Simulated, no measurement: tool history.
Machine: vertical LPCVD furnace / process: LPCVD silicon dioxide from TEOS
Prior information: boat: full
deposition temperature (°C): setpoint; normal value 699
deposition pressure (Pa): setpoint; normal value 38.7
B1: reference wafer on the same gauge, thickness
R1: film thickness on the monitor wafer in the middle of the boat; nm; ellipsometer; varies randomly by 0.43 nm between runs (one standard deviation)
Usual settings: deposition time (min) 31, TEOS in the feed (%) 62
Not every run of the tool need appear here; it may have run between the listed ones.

Run 1, hour 0: usual settings but deposition pressure (Pa) 44.7, deposition time (min) 25.5; B1 229.82. Result: R1 198.07 nm.
Run 2, hour 14.6: usual settings; B1 229.92. Result: R1 224.18 nm.
Run 3, hour 46.7: usual settings but TEOS in the feed (%) 59; B1 230.16. Result: R1 219.37 nm.
Run 4, hour 114.2: usual settings but TEOS in the feed (%) 59; B1 229.97. Result: R1 219.57 nm.
Run 5, hour 130.5: usual settings but TEOS in the feed (%) 59; B1 229.77. Result: R1 219.66 nm.
Run 6, hour 157.8: usual settings; B1 229.67. Result: R1 224.76 nm.
Run 7, hour 187.1: usual settings; B1 230.15. Result: R1 225.23 nm.
Run 8, hour 206.8: usual settings but deposition temperature (°C) 691, TEOS in the feed (%) 69; B1 229.97. Result: R1 197.14 nm.
Run 9, hour 226.8: usual settings but deposition temperature (°C) 691, TEOS in the feed (%) 69; B1 229.94. Result: R1 196.85 nm.
Run 10, hour 259: usual settings but deposition temperature (°C) 691, TEOS in the feed (%) 69; B1 230.1. Result: R1 196.93 nm.
Run 11, hour 286.5: usual settings; B1 229.99. Result: R1 225.43 nm.
Run 12, hour 314.4: usual settings; B1 229.91. Result: R1 225.28 nm.
Run 13, hour 335.4: usual settings; B1 229.89. Result: R1 225.4 nm.
Run 14, hour 347.8: usual settings but deposition temperature (°C) 705; B1 230.17. Result: R1 258.9 nm.
Run 15, hour 403.1: usual settings but deposition temperature (°C) 705; B1 230.21. Result: R1 259.07 nm.
Run 16, hour 407.5: usual settings but deposition pressure (Pa) 31.3, deposition time (min) 39.5, TEOS in the feed (%) 72; B1 229.92. Result: R1 278.48 nm.
Run 17, hour 447.3: usual settings but deposition pressure (Pa) 41.3; B1 229.97. Result: R1 233.35 nm.
Run 18, hour 451.7: usual settings but deposition time (min) 41, TEOS in the feed (%) 57; B1 229.89. Result: R1 286.4 nm.
Run 19, hour 480.9: usual settings but deposition pressure (Pa) 48, TEOS in the feed (%) 54; B1 230.02. Result: R1 235.28 nm.
Run 20, hour 569.8: usual settings; B1 230.24. Result: R1 206.97 nm.
Run 21, hour 605.1: usual settings; B1 229.97. Result: R1 207.72 nm.
Run 22, hour 638.8: usual settings but deposition time (min) 24.5; B1 229.97. Result: R1 164.06 nm.
Run 23, hour 663.3: usual settings but deposition temperature (°C) 691, deposition pressure (Pa) 33.3, deposition time (min) 41.5; B1 229.86. Result: R1 214.2 nm.
Run 24, hour 701.4: usual settings but deposition temperature (°C) 695, deposition pressure (Pa) 43.3, deposition time (min) 40, TEOS in the feed (%) 52; B1 230.03. Result: R1 236.73 nm.
Run 25, hour 724.9: usual settings but deposition temperature (°C) 689, deposition time (min) 40.5, TEOS in the feed (%) 68; B1 229.92. Result: R1 223.88 nm.
Run 26, hour 757.1: usual settings; B1 230.31. Result: R1 207.8 nm.
Run 27, hour 769.8: usual settings but deposition temperature (°C) 703, deposition pressure (Pa) 33.3, deposition time (min) 38.5; B1 229.81. Result: R1 263.23 nm.
Run 28, hour 785.8: usual settings but TEOS in the feed (%) 71; B1 230.01. Result: R1 222.59 nm.
Run 29, hour 813.4: usual settings but deposition pressure (Pa) 36; B1 230.05. Result: R1 200.72 nm.
Run 30, hour 828: usual settings but deposition time (min) 21; B1 230.24. Result: R1 140.73 nm.

Removed from this log: 4 entries logged between the listed runs. Between which two listed runs does each belong, and how does the tool's hidden state at the listed run before it compare with that at the listed run after it?
Run 14 -> run 15: TEOS flow controller replaced (hour 402.6)
  true tube temperature minus thermocouple reading, K: 3.88 -> 3.92
  measured value less the no-hidden-state value, R1: +22.03 -> +22.27 nm
Run 16 -> run 17: gauge calibrated (hour 442.3); pressure gauge zeroed (hour 446.8)
  true tube temperature minus thermocouple reading, K: 3.92 -> 3.95
  measured value less the no-hidden-state value, R1: +24.25 -> +20.46 nm
Run 19 -> run 20: thermocouples replaced and temperature profile calibrated (hour 522.8)
  true tube temperature minus thermocouple reading, K: 3.98 -> 0.209
  measured value less the no-hidden-state value, R1: +20.76 -> +1 nm

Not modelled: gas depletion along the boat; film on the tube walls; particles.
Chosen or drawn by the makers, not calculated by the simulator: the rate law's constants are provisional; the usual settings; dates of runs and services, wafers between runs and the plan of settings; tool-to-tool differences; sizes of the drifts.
